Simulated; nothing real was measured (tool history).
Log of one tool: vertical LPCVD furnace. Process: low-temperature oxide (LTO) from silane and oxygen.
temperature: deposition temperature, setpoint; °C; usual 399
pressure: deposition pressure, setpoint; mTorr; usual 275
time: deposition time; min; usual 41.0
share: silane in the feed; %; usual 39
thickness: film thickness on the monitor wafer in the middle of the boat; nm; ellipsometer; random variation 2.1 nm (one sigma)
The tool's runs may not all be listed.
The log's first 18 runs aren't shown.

| run | day | temperature | pressure | time | share | wafers since the last listed run | hours since the last temperature calibration | hours since the pressure gauge was zeroed | hours since the silane flow controller was replaced | hours since the gauge calibration | read-back reference wafer on the same gauge, thickness | thickness |
|---|---|---|---|---|---|---|---|---|---|---|---|---|
| 19 | 39.792 | 399 | 275 | 41.0 | 39 | 241 | 252.7 | 23.1 | 693.3 | 311.2 | 471.80 | 451.33 |
| 20 | 41.392 | 399 | 330 | 41.0 | 39 | 411 | 291.1 | 61.5 | 731.7 | 349.6 | 471.41 | 539.20 |
| 21 | 42.900 | 399 | 250 | 33.5 | 43 | 387 | 327.3 | 97.7 | 767.9 | 385.8 | 470.04 | 374.86 |
| 22 | 43.954 | 407 | 320 | 57.0 | 32 | 270 | 352.6 | 123.0 | 793.2 | 411.1 | 470.35 | 619.42 |
| 23 | 45.971 | 399 | 275 | 41.0 | 39 | 518 | 401.0 | 171.4 | 841.6 | 459.5 | 471.81 | 458.09 |
| 24 | 47.908 | 411 | 275 | 41.0 | 39 | 497 | 447.5 | 217.9 | 888.1 | 506.0 | 471.30 | 515.69 |
| 25 | 50.754 | 399 | 245 | 32.5 | 37 | 731 | 515.8 | 286.2 | 956.4 | 574.3 | 470.48 | 303.05 |
| 26 | 53.012 | 399 | 275 | 41.0 | 39 | 580 | 570.0 | 340.4 | 1010.6 | 628.5 | 470.83 | 453.62 |
| 27 | 54.367 | 405 | 335 | 30.0 | 34 | 347 | 602.5 | 372.9 | 1043.1 | 661.0 | 471.03 | 366.06 |
| 28 | 55.975 | 399 | 275 | 41.0 | 39 | 413 | 641.1 | 411.5 | 1081.7 | 699.6 | 471.11 | 457.70 |
| 29 | 58.133 | 399 | 275 | 41.0 | 39 | 554 | 692.9 | 463.3 | 1133.5 | 751.4 | 470.28 | 456.03 |
| 30 | 59.842 | 399 | 275 | 41.0 | 39 | 438 | 733.9 | 504.3 | 1174.5 | 792.4 | 471.38 | 453.03 |

Forecast each of these 5 alternatives for the next run:
| A | 60.033 | 399 | 275 | 47.5 | 39 | 49 | 738.5 | 508.9 | 1179.1 | 797.0 | ? | ? |
| B | 60.033 | 399 | 220 | 41.0 | 39 | 49 | 738.5 | 508.9 | 1179.1 | 797.0 | ? | ? |
| C | 60.033 | 410 | 275 | 28.0 | 39 | 49 | 738.5 | 508.9 | 1179.1 | 797.0 | ? | ? |
| D | 60.033 | 399 | 255 | 41.0 | 39 | 49 | 738.5 | 508.9 | 1179.1 | 797.0 | ? | ? |
| E | 60.033 | 399 | 295 | 41.0 | 39 | 49 | 738.5 | 508.9 | 1179.1 | 797.0 | ? | ? |

| run | read-back reference wafer on the same gauge, thickness | thickness |
|---|---|---|
| A | 470.65 | 526.47 |
| B | 470.65 | 363.54 |
| C | 470.65 | 349.75 |
| D | 470.65 | 421.37 |
| E | 470.65 | 487.47 |
Without the tool's hidden state the same runs would have given:
| run | thickness |
|---|---|
| A | 516.46 |
| B | 356.63 |
| C | 343.30 |
| D | 413.37 |
| E | 478.21 |

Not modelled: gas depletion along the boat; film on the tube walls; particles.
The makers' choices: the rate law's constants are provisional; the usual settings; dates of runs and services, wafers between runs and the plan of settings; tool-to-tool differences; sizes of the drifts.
